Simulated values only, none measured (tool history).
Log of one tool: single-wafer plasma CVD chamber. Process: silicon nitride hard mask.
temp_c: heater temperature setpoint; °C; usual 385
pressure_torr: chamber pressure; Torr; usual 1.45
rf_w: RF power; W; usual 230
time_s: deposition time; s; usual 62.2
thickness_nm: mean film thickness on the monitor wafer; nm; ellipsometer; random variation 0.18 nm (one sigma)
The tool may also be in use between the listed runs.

| run | hour | temp_c | pressure_torr | rf_w | time_s | wafers since the last listed run | hours since the last thermocouple change | hours since the last RF generator calibration | hours since the last manometer calibration | hours since the showerhead was replaced | hours since the gauge calibration | read-back reference wafer on the same gauge, thickness_nm | thickness_nm |
|---|---|---|---|---|---|---|---|---|---|---|---|---|---|
| 1 | 0.0 | 385 | 1.45 | 230 | 62.2 | 0 | 1294.5 | 525.0 | 1309.5 | 37.9 | 1785.3 | 55.535 | 52.752 |
| 2 | 40.8 | 385 | 1.45 | 230 | 62.2 | 912 | 1335.3 | 565.8 | 1350.3 | 78.7 | 1826.1 | 55.475 | 52.891 |
| 3 | 146.5 | 385 | 1.45 | 200 | 62.2 | 2364 | 1441.0 | 671.5 | 1456.0 | 184.4 | 1931.8 | 55.450 | 49.658 |
|  | 251.6 | thermocouple changed; heater temperature recalibrated |
| 4 | 252.1 | 385 | 1.45 | 200 | 62.2 | 2183 | 0.5 | 777.1 | 1561.6 | 290.0 | 2037.4 | 55.524 | 49.361 |
| 5 | 332.2 | 385 | 1.45 | 200 | 62.2 | 1792 | 80.6 | 857.2 | 1641.7 | 370.1 | 2117.5 | 55.529 | 49.188 |
| 6 | 437.6 | 385 | 1.45 | 230 | 67.1 | 2358 | 186.0 | 962.6 | 1747.1 | 475.5 | 2222.9 | 55.471 | 56.616 |
| 7 | 484.1 | 385 | 1.45 | 230 | 62.2 | 1040 | 232.5 | 1009.1 | 1793.6 | 522.0 | 2269.4 | 55.527 | 52.250 |
| 8 | 555.4 | 385 | 1.45 | 205 | 62.2 | 1595 | 303.8 | 1080.4 | 1864.9 | 593.3 | 2340.7 | 55.473 | 49.833 |
| 9 | 624.6 | 385 | 1.72 | 255 | 55.9 | 1548 | 373.0 | 1149.6 | 1934.1 | 662.5 | 2409.9 | 55.515 | 51.435 |
| 10 | 673.1 | 385 | 1.45 | 230 | 52.2 | 1085 | 421.5 | 1198.1 | 1982.6 | 711.0 | 2458.4 | 55.543 | 44.089 |
|  | 712.7 | gauge calibrated |
| 11 | 747.4 | 385 | 1.29 | 200 | 66.1 | 1662 | 495.8 | 1272.4 | 2056.9 | 785.3 | 34.7 | 55.469 | 50.804 |
|  | 794.7 | RF generator calibrated |
| 12 | 809.2 | 398 | 1.45 | 230 | 70.2 | 1203 | 557.6 | 14.5 | 2118.7 | 847.1 | 96.5 | 55.538 | 60.455 |
|  | 864.1 | capacitance manometer re-zeroed and calibrated |
| 13 | 872.7 | 385 | 1.45 | 205 | 62.2 | 1241 | 621.1 | 78.0 | 8.6 | 910.6 | 160.0 | 55.440 | 51.022 |
| 14 | 935.7 | 385 | 1.45 | 230 | 62.2 | 1409 | 684.1 | 141.0 | 71.6 | 973.6 | 223.0 | 55.485 | 53.728 |
| 15 | 1008.7 | 380 | 1.20 | 230 | 54.0 | 1633 | 757.1 | 214.0 | 144.6 | 1046.6 | 296.0 | 55.557 | 44.436 |
| 16 | 1076.1 | 385 | 1.45 | 275 | 62.2 | 1507 | 824.5 | 281.4 | 212.0 | 1114.0 | 363.4 | 55.489 | 57.798 |
| 17 | 1130.2 | 385 | 1.45 | 230 | 62.2 | 1210 | 878.6 | 335.5 | 266.1 | 1168.1 | 417.5 | 55.496 | 53.272 |
| 18 | 1205.0 | 399 | 1.81 | 230 | 69.1 | 1673 | 953.4 | 410.3 | 340.9 | 1242.9 | 492.3 | 55.455 | 61.377 |
| 19 | 1285.8 | 385 | 1.45 | 230 | 62.2 | 1807 | 1034.2 | 491.1 | 421.7 | 1323.7 | 573.1 | 55.547 | 52.762 |
| 20 | 1330.4 | 385 | 1.45 | 230 | 62.2 | 997 | 1078.8 | 535.7 | 466.3 | 1368.3 | 617.7 | 55.446 | 52.861 |
| 21 | 1427.6 | 377 | 1.45 | 245 | 62.2 | 2174 | 1176.0 | 632.9 | 563.5 | 1465.5 | 714.9 | 55.465 | 54.714 |
| 22 | 1473.9 | 385 | 1.45 | 230 | 68.5 | 1035 | 1222.3 | 679.2 | 609.8 | 1511.8 | 761.2 | 55.511 | 58.049 |
| 23 | 1526.7 | 379 | 1.45 | 230 | 71.1 | 1181 | 1275.1 | 732.0 | 662.6 | 1564.6 | 814.0 | 55.478 | 60.267 |
| 24 | 1563.8 | 385 | 1.13 | 230 | 69.1 | 830 | 1312.2 | 769.1 | 699.7 | 1601.7 | 851.1 | 55.492 | 55.003 |
| 25 | 1660.8 | 385 | 1.71 | 230 | 54.7 | 2170 | 1409.2 | 866.1 | 796.7 | 1698.7 | 948.1 | 55.472 | 48.080 |
| 26 | 1753.5 | 397 | 1.45 | 230 | 62.2 | 2073 | 1501.9 | 958.8 | 889.4 | 1791.4 | 1040.8 | 55.450 | 52.224 |
| 27 | 1813.2 | 385 | 1.45 | 230 | 62.2 | 1335 | 1561.6 | 1018.5 | 949.1 | 1851.1 | 1100.5 | 55.497 | 52.515 |
| 28 | 1906.6 | 393 | 1.27 | 270 | 69.8 | 2089 | 1655.0 | 1111.9 | 1042.5 | 1944.5 | 1193.9 | 55.485 | 61.389 |
|  | 1933.0 | RF generator calibrated |
|  | 1982.9 | thermocouple changed; heater temperature recalibrated |
| 29 | 1995.5 | 377 | 1.79 | 230 | 62.2 | 1630 | 12.6 | 62.5 | 1131.4 | 2033.4 | 1282.8 | 55.517 | 56.783 |

Forecast each of these 3 alternatives for the next run:
| A | 1995.9 | 385 | 1.45 | 230 | 62.2 | 8 | 13.0 | 62.9 | 1131.8 | 2033.8 | 1283.2 | ? | ? |
| B | 1995.9 | 385 | 1.71 | 230 | 62.2 | 8 | 13.0 | 62.9 | 1131.8 | 2033.8 | 1283.2 | ? | ? |
| C | 1995.9 | 385 | 1.45 | 260 | 62.2 | 8 | 13.0 | 62.9 | 1131.8 | 2033.8 | 1283.2 | ? | ? |

| run | read-back reference wafer on the same gauge, thickness_nm | thickness_nm |
|---|---|---|
| A | 55.476 | 53.512 |
| B | 55.476 | 55.623 |
| C | 55.476 | 56.596 |
Without the tool's hidden state the same runs would have given:
| run | thickness_nm |
|---|---|
| A | 54.069 |
| B | 56.202 |
| C | 57.155 |

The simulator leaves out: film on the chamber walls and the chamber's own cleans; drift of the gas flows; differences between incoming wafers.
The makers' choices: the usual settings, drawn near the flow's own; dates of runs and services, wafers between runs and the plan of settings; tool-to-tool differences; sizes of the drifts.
